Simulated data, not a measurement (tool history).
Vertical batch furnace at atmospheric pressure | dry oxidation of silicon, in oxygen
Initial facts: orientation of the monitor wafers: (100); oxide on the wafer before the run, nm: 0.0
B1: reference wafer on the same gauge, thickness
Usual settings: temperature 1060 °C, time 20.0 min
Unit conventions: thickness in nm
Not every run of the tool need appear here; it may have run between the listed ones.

{"run": 1, "hour": 0.0, "temperature": 1060, "time": 20.0, "B1": 49.48, "thickness": 44.74}
{"run": 2, "hour": 43.9, "temperature": 1060, "time": 20.0, "B1": 49.56, "thickness": 45.28}
{"run": 3, "hour": 136.2, "temperature": 1060, "time": 20.0, "B1": 49.61, "thickness": 45.14}
{"run": 4, "hour": 192.9, "temperature": 1042, "time": 20.0, "B1": 49.63, "thickness": 38.76}
{"run": 5, "hour": 282.4, "temperature": 1060, "time": 17.5, "B1": 49.56, "thickness": 41.5}
{"run": 6, "hour": 480.1, "temperature": 1060, "time": 17.5, "B1": 49.59, "thickness": 41.72}
{"run": 7, "hour": 539.3, "temperature": 1070, "time": 17.5, "B1": 49.61, "thickness": 45.01}
{"run": 8, "hour": 591.3, "temperature": 1070, "time": 17.5, "B1": 49.66, "thickness": 45.49}
{"run": 9, "hour": 675.5, "temperature": 1070, "time": 17.5, "B1": 49.53, "thickness": 45.09}
{"run": 10, "hour": 744.9, "temperature": 1060, "time": 20.0, "B1": 49.69, "thickness": 45.5}
{"hour": 794.9, "done": "boat lift adjusted"}
{"run": 11, "hour": 795.4, "temperature": 1060, "time": 20.0, "B1": 49.59, "thickness": 45.27}
{"run": 12, "hour": 860.7, "temperature": 1060, "time": 20.0, "B1": 49.53, "thickness": 45.27}
{"hour": 899.4, "done": "gauge calibrated"}
{"run": 13, "hour": 907.9, "temperature": 1060, "time": 20.0, "B1": 49.68, "thickness": 45.42}
{"run": 14, "hour": 983.2, "temperature": 1060, "time": 20.0, "B1": 49.65, "thickness": 45.43}
{"run": 15, "hour": 1052.2, "temperature": 1060, "time": 20.0, "B1": 49.58, "thickness": 45.09}
{"run": 16, "hour": 1101.2, "temperature": 1060, "time": 20.0, "B1": 49.57, "thickness": 45.29}
{"run": 17, "hour": 1200.9, "temperature": 1045, "time": 20.0, "B1": 49.54, "thickness": 40.06}
{"run": 18, "hour": 1303.0, "temperature": 1074, "time": 27.0, "B1": 49.73, "thickness": 60.46}
{"run": 19, "hour": 1358.1, "temperature": 1038, "time": 23.5, "B1": 49.6, "thickness": 41.88}
{"run": 20, "hour": 1462.4, "temperature": 1060, "time": 20.0, "B1": 49.54, "thickness": 45.07}
{"run": 21, "hour": 1504.3, "temperature": 1039, "time": 24.5, "B1": 49.65, "thickness": 43.1}
{"run": 22, "hour": 1597.8, "temperature": 1060, "time": 20.0, "B1": 49.52, "thickness": 45.18}
{"hour": 1644.4, "done": "thermocouples replaced and temperature profile calibrated"}
{"run": 23, "hour": 1666.1, "temperature": 1060, "time": 20.0, "B1": 49.66, "thickness": 43.54}
{"run": 24, "hour": 1711.4, "temperature": 1060, "time": 20.0, "B1": 49.54, "thickness": 43.83}
{"run": 25, "hour": 1771.8, "temperature": 1046, "time": 20.0, "B1": 49.56, "thickness": 38.63}
{"run": 26, "hour": 1873.7, "temperature": 1049, "time": 15.0, "B1": 49.6, "thickness": 33.9}
{"run": 27, "hour": 1955.9, "temperature": 1075, "time": 16.5, "B1": 49.59, "thickness": 44.31}
{"run": 28, "hour": 2039.1, "temperature": 1036, "time": 12.0, "B1": 49.66, "thickness": 26.81}
{"run": 29, "hour": 2102.5, "temperature": 1060, "time": 20.0, "B1": 49.66, "thickness": 44.35}
{"run": 30, "hour": 2177.2, "temperature": 1048, "time": 23.5, "B1": 49.59, "thickness": 44.15}

3 ways to go on from here, each from the tool as it stands after run 30. What would each give?
{"run": "A", "hour": 2182.3, "temperature": 1060, "time": 20.0, "B1": "?", "thickness": "?"}
{"run": "B", "hour": 2182.3, "temperature": 1044, "time": 24.0, "B1": "?", "thickness": "?"}
{"run": "C", "hour": 2182.3, "temperature": 1046, "time": 24.5, "B1": "?", "thickness": "?"}

run=A B1=49.63 thickness=44.34
run=B B1=49.63 thickness=43.33
run=C B1=49.63 thickness=44.59
Without the tool's unlogged condition, the same runs would have read:
run=A thickness=43.45
run=B thickness=42.43
run=C thickness=43.67
